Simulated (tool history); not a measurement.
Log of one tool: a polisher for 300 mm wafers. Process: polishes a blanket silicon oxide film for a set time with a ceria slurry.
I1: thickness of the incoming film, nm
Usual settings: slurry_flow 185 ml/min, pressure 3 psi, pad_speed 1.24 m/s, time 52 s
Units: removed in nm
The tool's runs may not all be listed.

Run 1, hour 0: usual settings; I1 778.9. Result: removed 283.8 nm.
Run 2, hour 26.7: usual settings but pad_speed 1.08 m/s; I1 769.9. Result: removed 247.8 nm.
Run 3, hour 48.2: usual settings but pad_speed 1.08 m/s; I1 772.6. Result: removed 247.7 nm.
Run 4, hour 73.5: usual settings but pad_speed 1.08 m/s; I1 774.7. Result: removed 245 nm.
Run 5, hour 104.1: usual settings; I1 772.3. Result: removed 287.1 nm.
Run 6, hour 118.1: usual settings; I1 759.3. Result: removed 290.5 nm.
Run 7, hour 199.4: usual settings; I1 778.2. Result: removed 287.1 nm.
Run 8, hour 215.4: usual settings; I1 777.5. Result: removed 288.7 nm.
Run 9, hour 224.5: usual settings; I1 756.6. Result: removed 274.7 nm.
Run 10, hour 246.2: usual settings; I1 779.1. Result: removed 287.3 nm.
Run 11, hour 279.5: usual settings but pressure 3.2 psi; I1 762.8. Result: removed 307 nm.
Run 12, hour 312.4: usual settings but pressure 3.2 psi; I1 762.8. Result: removed 302.7 nm.
Run 13, hour 329: usual settings but pressure 3.2 psi; I1 762.6. Result: removed 302.1 nm.
Run 14, hour 359.9: usual settings; I1 778.8. Result: removed 285.6 nm.
Run 15, hour 431.6: usual settings; I1 753.9. Result: removed 285.2 nm.
Run 16, hour 463.4: usual settings but pressure 3.6 psi; I1 760.3. Result: removed 350.3 nm.
Run 17, hour 488.4: usual settings but pressure 2.7 psi, pad_speed 0.92 m/s; I1 754. Result: removed 188.1 nm.
Run 18, hour 515.3: usual settings but pressure 3.9 psi, pad_speed 1.5 m/s; I1 764.3. Result: removed 439.5 nm.
Run 19, hour 603: usual settings but pressure 4 psi, pad_speed 1.48 m/s; I1 756.8. Result: removed 459.4 nm.
Run 20, hour 633.4: usual settings but slurry_flow 160 ml/min, pad_speed 1.12 m/s; I1 764.5. Result: removed 252.2 nm.
Run 21, hour 661.8: usual settings but pad_speed 1.66 m/s; I1 771.6. Result: removed 385.4 nm.
Run 22, hour 688.9: usual settings but pressure 3.9 psi, pad_speed 1.5 m/s; I1 770.4. Result: removed 448 nm.
Run 23, hour 707.3: usual settings; I1 772.2. Result: removed 285.3 nm.
Run 24, hour 722.8: usual settings; I1 759.3. Result: removed 284.5 nm.
Run 25, hour 744.6: usual settings but slurry_flow 155 ml/min, time 39 s; I1 755. Result: removed 207.7 nm.
Run 26, hour 771.5: usual settings but slurry_flow 225 ml/min; I1 766.9. Result: removed 294.3 nm.
Run 27, hour 787.6: usual settings but slurry_flow 230 ml/min, time 64 s; I1 771. Result: removed 366.9 nm.
Run 28, hour 806.1: usual settings; I1 776.4. Result: removed 283.6 nm.
Run 29, hour 830.3: usual settings; I1 776.7. Result: removed 287.7 nm.
Run 30, hour 899.8: usual settings but slurry_flow 125 ml/min, pad_speed 0.9 m/s, time 44 s; I1 761.7. Result: removed 162.8 nm.
Run 31, hour 935: usual settings but pad_speed 1.66 m/s; I1 766.9. Result: removed 385.7 nm.
Run 32, hour 954.1: usual settings; I1 771.8. Result: removed 283.2 nm.
Run 33, hour 986.4: usual settings but slurry_flow 135 ml/min; I1 775.7. Result: removed 272 nm.
Run 34, hour 1019: usual settings; I1 777.8. Result: removed 284.5 nm.
Run 35, hour 1050.6: usual settings but slurry_flow 205 ml/min, pressure 3.8 psi, pad_speed 1 m/s, time 61 s; I1 773.9. Result: removed 352.3 nm.
Run 36, hour 1070.6: usual settings; I1 771.4. Result: removed 287.9 nm.
Run 37, hour 1105.2: usual settings but slurry_flow 165 ml/min, pad_speed 0.96 m/s; I1 782. Result: removed 215.6 nm.

Not shown: 6 entries that the log had between the listed runs. Between which runs, and how does the tool's hidden state differ before and after?
Between runs 7 and 8: worn pad replaced by a new one (hour 214.9)
  no hidden state differs between the two runs
Between runs 13 and 14: slurry nozzle cleaned (hour 359.5)
  no hidden state differs between the two runs
Between runs 16 and 17: worn pad replaced by a new one (hour 475.9)
  no hidden state differs between the two runs
Between runs 21 and 22: head pressure recalibrated (hour 672); worn pad replaced by a new one (hour 688.4)
  no hidden state differs between the two runs
Between runs 30 and 31: worn pad replaced by a new one (hour 917.3)
  no hidden state differs between the two runs
